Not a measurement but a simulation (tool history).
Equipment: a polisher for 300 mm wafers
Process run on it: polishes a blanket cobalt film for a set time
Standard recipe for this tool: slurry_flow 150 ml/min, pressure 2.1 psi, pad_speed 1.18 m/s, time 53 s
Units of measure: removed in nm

run	hour	slurry_flow	pressure	pad_speed	time	wafers since the last listed run	wafers polished on this pad	hours since the slurry nozzle was cleaned	hours since the head pressure was calibrated	incoming thickness of the incoming film, nm	removed
1	0.0	150	1.7	0.90	53	0	3580	154.2	31.6	918.9	155.4
2	70.8	150	1.7	0.90	53	535	4115	225.0	102.4	920.8	154.4
# hour 91.9: worn pad replaced by a new one
3	203.6	150	2.1	1.18	53	973	843	357.8	235.2	911.2	260.4
4	288.6	150	2.1	1.18	53	642	1486	442.8	320.2	908.1	259.8
5	387.3	150	2.1	1.18	53	745	2232	541.5	418.9	915.4	255.0
# hour 468.2: slurry nozzle cleaned
6	475.9	150	2.1	1.18	53	662	2894	7.7	507.5	912.6	252.0
# hour 533.6: head pressure recalibrated
7	549.0	150	2.1	1.18	53	537	3431	80.8	15.4	924.0	251.9
# hour 583.9: worn pad replaced by a new one
8	719.9	150	2.1	1.08	53	1261	1027	251.7	186.3	912.7	236.9
9	816.9	150	2.1	1.08	53	733	1760	348.7	283.3	914.0	235.9
10	922.0	150	2.1	1.08	53	794	2554	453.8	388.4	913.1	230.8
11	969.3	150	2.1	1.18	53	357	2912	501.1	435.7	919.4	253.6
# hour 981.8: head pressure recalibrated
# hour 1060.2: slurry nozzle cleaned
12	1073.7	125	2.1	1.30	53	766	3678	13.5	91.9	894.1	267.2
# hour 1106.3: worn pad replaced by a new one
13	1177.9	125	2.1	1.30	53	757	540	117.7	196.1	905.4	279.3
14	1271.9	150	2.1	1.18	53	710	1251	211.7	290.1	915.5	258.5
15	1334.1	150	2.1	1.18	53	470	1721	273.9	352.3	911.8	260.3
16	1424.5	150	2.6	1.18	38	683	2404	364.3	442.7	908.0	223.5
17	1509.9	150	2.5	1.36	53	645	3049	449.7	528.1	900.4	347.7
# hour 1514.5: head pressure recalibrated
18	1591.2	195	2.5	1.54	43	599	3649	531.0	76.7	896.7	330.5
# hour 1596.8: slurry nozzle cleaned
# hour 1606.8: worn pad replaced by a new one
19	1655.8	175	2.1	1.28	53	450	370	59.0	141.3	916.6	293.5
20	1697.3	150	2.1	1.18	53	313	683	100.5	182.8	909.6	258.6
21	1764.0	165	1.5	1.58	43	504	1187	167.2	249.5	904.1	206.7
# hour 2003.7: head pressure recalibrated
22	2036.5	135	1.6	1.18	53	2044	3231	439.7	32.8	913.7	187.1
23	2122.5	190	2.1	1.30	71	649	3881	525.7	118.8	912.0	377.9
# hour 2143.3: worn pad replaced by a new one
24	2216.9	150	2.1	1.08	53	683	555	620.1	213.2	914.7	240.5
# hour 2230.3: slurry nozzle cleaned
25	2300.5	180	1.5	1.18	41	624	1180	70.2	296.8	898.0	148.9
26	2375.6	150	1.7	1.04	53	567	1747	145.3	371.9	899.2	182.7
27	2432.5	150	2.1	1.18	53	429	2177	202.2	428.8	909.9	257.7
# hour 2452.3: head pressure recalibrated
28	2488.9	150	2.5	0.98	35	411	2588	258.6	36.6	911.9	163.0
29	2596.0	150	1.8	1.18	40	809	3398	365.7	143.7	899.7	164.1
30	2636.0	135	1.5	0.90	39	302	3700	405.7	183.7	900.3	98.2

4 options for the next run, each taken on its own from the tool as it stands now. Forecast them:
A	2636.4	180	2.1	1.18	53	3	3703	406.1	184.1	911.2	?
B	2636.4	150	1.8	1.18	37	3	3703	406.1	184.1	911.2	?
C	2636.4	150	1.4	1.18	44	3	3703	406.1	184.1	911.2	?
D	2636.4	150	1.9	1.18	53	3	3703	406.1	184.1	911.2	?

run	removed
A	265.0
B	153.7
C	142.1
D	232.3
Without the tool's hidden state the same runs would have given:
run	removed
A	285.0
B	165.2
C	152.8
D	249.8

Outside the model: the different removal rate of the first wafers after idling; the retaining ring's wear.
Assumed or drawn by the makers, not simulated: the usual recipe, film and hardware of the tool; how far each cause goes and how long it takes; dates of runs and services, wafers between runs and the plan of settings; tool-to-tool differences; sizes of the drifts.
